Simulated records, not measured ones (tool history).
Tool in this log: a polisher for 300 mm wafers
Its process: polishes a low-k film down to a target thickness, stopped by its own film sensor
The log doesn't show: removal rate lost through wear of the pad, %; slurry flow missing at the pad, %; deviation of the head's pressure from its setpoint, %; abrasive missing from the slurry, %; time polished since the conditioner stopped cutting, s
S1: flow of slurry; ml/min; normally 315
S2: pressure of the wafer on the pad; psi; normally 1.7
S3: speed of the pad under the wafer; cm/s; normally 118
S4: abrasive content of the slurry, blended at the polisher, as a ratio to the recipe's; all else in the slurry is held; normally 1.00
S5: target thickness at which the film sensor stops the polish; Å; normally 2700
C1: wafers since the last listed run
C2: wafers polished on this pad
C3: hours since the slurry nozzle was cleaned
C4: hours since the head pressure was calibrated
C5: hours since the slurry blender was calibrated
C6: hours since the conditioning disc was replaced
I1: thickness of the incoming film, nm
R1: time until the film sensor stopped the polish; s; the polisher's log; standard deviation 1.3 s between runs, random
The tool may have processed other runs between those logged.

| run | day | S1 | S2 | S3 | S4 | S5 | C1 | C2 | C3 | C4 | C5 | C6 | I1 | R1 |
|---|---|---|---|---|---|---|---|---|---|---|---|---|---|---|
| 1 | 0.000 | 315 | 1.3 | 118 | 1.00 | 2700 | 0 | 835 | 568.8 | 576.3 | 121.4 | 45.4 | 297.3 | 91.0 |
|  | 1.246 | worn pad replaced by a new one |
| 2 | 1.371 | 315 | 1.7 | 118 | 0.85 | 2700 | 337 | 34 | 601.7 | 609.2 | 154.3 | 78.3 | 294.6 | 70.8 |
| 3 | 2.592 | 315 | 1.7 | 118 | 1.00 | 2660 | 342 | 376 | 631.0 | 638.5 | 183.6 | 107.6 | 298.2 | 83.2 |
| 4 | 3.242 | 315 | 1.7 | 118 | 1.00 | 2660 | 182 | 559 | 646.6 | 654.1 | 199.2 | 123.2 | 298.2 | 86.2 |
| 5 | 4.475 | 315 | 1.7 | 118 | 1.00 | 2700 | 345 | 905 | 676.2 | 683.7 | 228.8 | 152.8 | 301.8 | 87.1 |
|  | 4.854 | slurry blender recalibrated |
| 6 | 5.388 | 315 | 1.7 | 118 | 1.00 | 2700 | 232 | 1137 | 698.1 | 705.6 | 12.8 | 174.7 | 296.1 | 74.7 |
|  | 6.442 | worn pad replaced by a new one |
| 7 | 6.867 | 315 | 1.7 | 118 | 1.00 | 2700 | 368 | 118 | 733.6 | 741.1 | 48.3 | 210.2 | 299.8 | 76.3 |
| 8 | 8.308 | 315 | 1.7 | 118 | 1.00 | 2700 | 404 | 523 | 768.2 | 775.7 | 82.9 | 244.8 | 299.3 | 77.2 |
|  | 8.979 | conditioning disc replaced and pad reconditioned |
|  | 9.312 | slurry nozzle cleaned |
| 9 | 9.338 | 315 | 1.7 | 118 | 1.00 | 2700 | 253 | 776 | 0.6 | 800.4 | 107.6 | 8.6 | 300.4 | 80.8 |
| 10 | 9.925 | 315 | 1.7 | 118 | 1.00 | 2700 | 164 | 941 | 14.7 | 814.5 | 121.7 | 22.7 | 295.6 | 71.8 |
|  | 10.917 | head pressure recalibrated |
|  | 11.267 | worn pad replaced by a new one |
| 11 | 11.288 | 315 | 1.7 | 118 | 1.00 | 2700 | 312 | 5 | 47.4 | 8.9 | 154.4 | 55.4 | 299.7 | 77.0 |
| 12 | 12.538 | 315 | 1.7 | 118 | 1.00 | 2700 | 350 | 356 | 77.4 | 38.9 | 184.4 | 85.4 | 301.2 | 81.5 |
| 13 | 13.067 | 315 | 1.7 | 118 | 1.00 | 2700 | 148 | 504 | 90.1 | 51.6 | 197.1 | 98.1 | 301.2 | 82.3 |
| 14 | 13.975 | 315 | 1.7 | 118 | 1.00 | 2700 | 254 | 759 | 111.9 | 73.4 | 218.9 | 119.9 | 303.9 | 92.3 |
| 15 | 14.896 | 315 | 1.7 | 118 | 1.25 | 2700 | 258 | 1017 | 134.0 | 95.5 | 241.0 | 142.0 | 297.3 | 68.1 |
|  | 15.396 | worn pad replaced by a new one |
| 16 | 16.300 | 315 | 1.9 | 118 | 0.85 | 2770 | 347 | 253 | 167.7 | 129.2 | 274.7 | 175.7 | 294.8 | 46.8 |
|  | 16.412 | slurry blender recalibrated |
| 17 | 17.283 | 255 | 1.4 | 152 | 1.00 | 2700 | 252 | 506 | 191.3 | 152.8 | 20.9 | 199.3 | 295.1 | 61.7 |
| 18 | 18.221 | 315 | 1.7 | 78 | 0.75 | 2740 | 262 | 769 | 213.8 | 175.3 | 43.4 | 221.8 | 305.5 | 143.8 |
| 19 | 19.183 | 315 | 1.7 | 152 | 1.00 | 2700 | 270 | 1039 | 236.9 | 198.4 | 66.5 | 244.9 | 301.6 | 72.1 |
| 20 | 19.800 | 315 | 1.7 | 118 | 1.10 | 2700 | 172 | 1212 | 251.7 | 213.2 | 81.3 | 259.7 | 299.6 | 81.2 |
| 21 | 20.471 | 315 | 1.7 | 118 | 1.00 | 2700 | 188 | 1400 | 267.8 | 229.3 | 97.4 | 275.8 | 302.6 | 98.4 |
|  | 20.800 | worn pad replaced by a new one |
| 22 | 21.692 | 315 | 1.7 | 118 | 1.00 | 2700 | 295 | 250 | 297.1 | 258.6 | 126.7 | 305.1 | 299.0 | 74.5 |
|  | 22.062 | conditioning disc replaced and pad reconditioned |
| 23 | 22.692 | 315 | 1.4 | 98 | 0.90 | 2800 | 257 | 507 | 321.1 | 282.6 | 150.7 | 15.1 | 301.2 | 76.9 |
| 24 | 23.838 | 395 | 1.7 | 118 | 1.00 | 2700 | 321 | 829 | 348.6 | 310.1 | 178.2 | 42.6 | 303.9 | 93.8 |

Hidden condition of the tool, last listed run before each entry between runs versus first listed run after:
Run 1 -> run 2: worn pad replaced by a new one (day 1.246)
  removal rate lost through wear of the pad, %: 6.68 -> 1.76
  the result without the hidden state subtracted from the measured one, R1: +6.1 -> +1.2 s
Run 5 -> run 6: slurry blender recalibrated (day 4.854)
  removal rate lost through wear of the pad, %: 8.17 -> 12.3
  the result without the hidden state subtracted from the measured one, R1: +7.1 -> +9.2 s
Run 6 -> run 7: worn pad replaced by a new one (day 6.442)
  removal rate lost through wear of the pad, %: 12.3 -> 1.03
  the result without the hidden state subtracted from the measured one, R1: +9.2 -> +0.8 s
Run 8 -> run 9: conditioning disc replaced and pad reconditioned (day 8.979); slurry nozzle cleaned (day 9.312)
  removal rate lost through wear of the pad, %: 3.06 -> 6.08
  the result without the hidden state subtracted from the measured one, R1: +2.4 -> +4.9 s
Run 10 -> run 11: head pressure recalibrated (day 10.917); worn pad replaced by a new one (day 11.267)
  removal rate lost through wear of the pad, %: 8.39 -> 1.41
  the result without the hidden state subtracted from the measured one, R1: +6.0 -> +1.1 s
Run 15 -> run 16: worn pad replaced by a new one (day 15.396)
  removal rate lost through wear of the pad, %: 9.52 -> 0.788
  the result without the hidden state subtracted from the measured one, R1: +6.5 -> +0.4 s
Run 16 -> run 17: slurry blender recalibrated (day 16.412)
  removal rate lost through wear of the pad, %: 0.788 -> 2.48
  the result without the hidden state subtracted from the measured one, R1: +0.4 -> +1.5 s
Run 21 -> run 22: worn pad replaced by a new one (day 20.800)
  removal rate lost through wear of the pad, %: 16.2 -> 1.98
  the result without the hidden state subtracted from the measured one, R1: +15.9 -> +1.5 s
Run 22 -> run 23: conditioning disc replaced and pad reconditioned (day 22.062)
  removal rate lost through wear of the pad, %: 1.98 -> 3.69
  the result without the hidden state subtracted from the measured one, R1: +1.5 -> +2.9 s
